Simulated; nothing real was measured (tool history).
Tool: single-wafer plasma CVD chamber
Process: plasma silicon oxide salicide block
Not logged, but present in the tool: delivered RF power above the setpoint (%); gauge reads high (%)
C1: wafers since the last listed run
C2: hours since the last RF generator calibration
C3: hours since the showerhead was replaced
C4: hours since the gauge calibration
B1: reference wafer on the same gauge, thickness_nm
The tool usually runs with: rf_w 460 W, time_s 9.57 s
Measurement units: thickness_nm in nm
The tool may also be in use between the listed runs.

Run 1, hour 0.0: usual settings; C1 0; C2 1181.8; C3 3616.7; C4 235.0; B1 79.918. Result: thickness_nm 85.035 nm.
At hour 12.0: gauge calibrated.
Run 2, hour 33.9: usual settings; C1 951; C2 1215.7; C3 3650.6; C4 21.9; B1 79.912. Result: thickness_nm 84.645 nm.
Run 3, hour 62.8: usual settings; C1 811; C2 1244.6; C3 3679.5; C4 50.8; B1 79.885. Result: thickness_nm 85.172 nm.
Run 4, hour 92.0: usual settings; C1 819; C2 1273.8; C3 3708.7; C4 80.0; B1 79.906. Result: thickness_nm 85.086 nm.
Run 5, hour 108.8: usual settings but rf_w 430 W, time_s 8.63 s; C1 471; C2 1290.6; C3 3725.5; C4 96.8; B1 79.875. Result: thickness_nm 75.485 nm.
Run 6, hour 140.7: usual settings but rf_w 430 W, time_s 8.63 s; C1 895; C2 1322.5; C3 3757.4; C4 128.7; B1 79.910. Result: thickness_nm 75.400 nm.
Run 7, hour 171.4: usual settings but rf_w 430 W, time_s 8.63 s; C1 861; C2 1353.2; C3 3788.1; C4 159.4; B1 79.897. Result: thickness_nm 75.531 nm.
Run 8, hour 190.1: usual settings; C1 524; C2 1371.9; C3 3806.8; C4 178.1; B1 79.886. Result: thickness_nm 84.939 nm.
At hour 220.8: gauge calibrated.
At hour 228.8: RF generator calibrated.
Run 9, hour 229.3: usual settings; C1 875; C2 0.5; C3 3846.0; C4 8.5; B1 79.904. Result: thickness_nm 85.926 nm.
Run 10, hour 237.2: usual settings but rf_w 525 W, time_s 11.04 s; C1 221; C2 8.4; C3 3853.9; C4 16.4; B1 79.933. Result: thickness_nm 101.556 nm.
At hour 247.2: showerhead replaced.
Run 11, hour 253.4: usual settings but rf_w 485 W, time_s 7.90 s; C1 230; C2 24.6; C3 6.2; C4 32.6; B1 79.928. Result: thickness_nm 71.587 nm.
Run 12, hour 275.9: usual settings but rf_w 525 W, time_s 11.04 s; C1 631; C2 47.1; C3 28.7; C4 55.1; B1 79.917. Result: thickness_nm 101.494 nm.
Run 13, hour 299.6: usual settings; C1 665; C2 70.8; C3 52.4; C4 78.8; B1 79.921. Result: thickness_nm 86.002 nm.
Run 14, hour 331.2: usual settings but rf_w 520 W, time_s 10.27 s; C1 886; C2 102.4; C3 84.0; C4 110.4; B1 79.887. Result: thickness_nm 94.298 nm.
Run 15, hour 364.6: usual settings but time_s 8.11 s; C1 937; C2 135.8; C3 117.4; C4 143.8; B1 79.903. Result: thickness_nm 72.781 nm.
Run 16, hour 383.9: usual settings but rf_w 545 W; C1 541; C2 155.1; C3 136.7; C4 163.1; B1 79.926. Result: thickness_nm 88.780 nm.
Run 17, hour 404.8: usual settings but rf_w 400 W, time_s 10.90 s; C1 586; C2 176.0; C3 157.6; C4 184.0; B1 79.872. Result: thickness_nm 95.554 nm.
Run 18, hour 435.0: usual settings but rf_w 485 W, time_s 9.03 s; C1 847; C2 206.2; C3 187.8; C4 214.2; B1 79.892. Result: thickness_nm 81.713 nm.
Run 19, hour 460.9: usual settings but rf_w 495 W; C1 726; C2 232.1; C3 213.7; C4 240.1; B1 79.887. Result: thickness_nm 87.038 nm.

What would each run have given without the hidden state, its run-to-run variation left as it was?
run  thickness_nm
  1        86.008
  2        85.669
  3        86.253
  4        86.218
  5        76.516
  6        76.482
  7        76.667
  8        86.253
  9        86.056
 10       101.710
 11        71.696
 12       101.650
 13        86.136
 14        94.449
 15        72.902
 16        88.932
 17        95.722
 18        81.865
 19        87.207

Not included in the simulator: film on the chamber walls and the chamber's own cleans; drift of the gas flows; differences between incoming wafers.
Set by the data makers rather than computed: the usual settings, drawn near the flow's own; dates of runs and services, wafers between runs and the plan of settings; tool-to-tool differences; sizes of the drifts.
